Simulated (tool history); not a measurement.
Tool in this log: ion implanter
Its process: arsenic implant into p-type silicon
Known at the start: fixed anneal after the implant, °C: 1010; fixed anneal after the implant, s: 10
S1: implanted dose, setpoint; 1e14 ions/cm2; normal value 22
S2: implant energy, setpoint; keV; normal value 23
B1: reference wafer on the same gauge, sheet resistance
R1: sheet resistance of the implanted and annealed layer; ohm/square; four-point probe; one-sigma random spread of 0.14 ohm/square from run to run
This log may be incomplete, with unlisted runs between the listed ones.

| run | hour | S1 | S2 | B1 | R1 |
|---|---|---|---|---|---|
| 1 | 0 | 22 | 25 | 80.81 | 89.02 |
|  | 58.7 | Faraday cup replaced and dose calibrated |
| 2 | 66.3 | 22 | 25 | 80.81 | 89.39 |
| 3 | 173.6 | 25.88 | 23 | 80.83 | 90.69 |
| 4 | 224.8 | 25.88 | 23 | 80.82 | 90.67 |
| 5 | 266.9 | 25.88 | 23 | 80.8 | 90.45 |
| 6 | 365.6 | 23.87 | 23 | 80.8 | 91.66 |
| 7 | 466.6 | 23.87 | 23 | 80.79 | 91.24 |
|  | 512.1 | extraction supply calibrated |
| 8 | 554.1 | 22 | 23 | 80.78 | 93.78 |
|  | 634.1 | gauge calibrated |
| 9 | 645.1 | 22 | 23 | 80.77 | 93.5 |
| 10 | 685.2 | 24.23 | 23 | 80.8 | 92.45 |
| 11 | 775.3 | 22 | 23 | 80.78 | 93.67 |
|  | 804.9 | Faraday cup replaced and dose calibrated |
| 12 | 869.2 | 25.47 | 23 | 80.8 | 92.04 |
| 13 | 944.1 | 22 | 23 | 80.78 | 93.49 |
| 14 | 1004.7 | 22 | 19 | 80.78 | 101.32 |
| 15 | 1067.7 | 27.18 | 27.5 | 80.78 | 83.79 |
| 16 | 1122.5 | 22 | 23 | 80.78 | 93.33 |
| 17 | 1166.7 | 22 | 16 | 80.82 | 108.21 |
| 18 | 1250.7 | 24.8 | 25.5 | 80.81 | 87.75 |

What if the next run were any one of these 4? Each begins from the tool's condition after run 18:
| A | 1251.1 | 16.99 | 23 | ? | ? |
| B | 1251.1 | 17.52 | 18.5 | ? | ? |
| C | 1251.1 | 22 | 26 | ? | ? |
| D | 1251.1 | 22 | 28 | ? | ? |

| run | B1 | R1 |
|---|---|---|
| A | 80.76 | 97.41 |
| B | 80.76 | 105.64 |
| C | 80.76 | 88.1 |
| D | 80.76 | 85.15 |
Had the tool no hidden state, the same runs would have come out as:
| run | R1 |
|---|---|
| A | 98.27 |
| B | 106.5 |
| C | 88.97 |
| D | 85.99 |
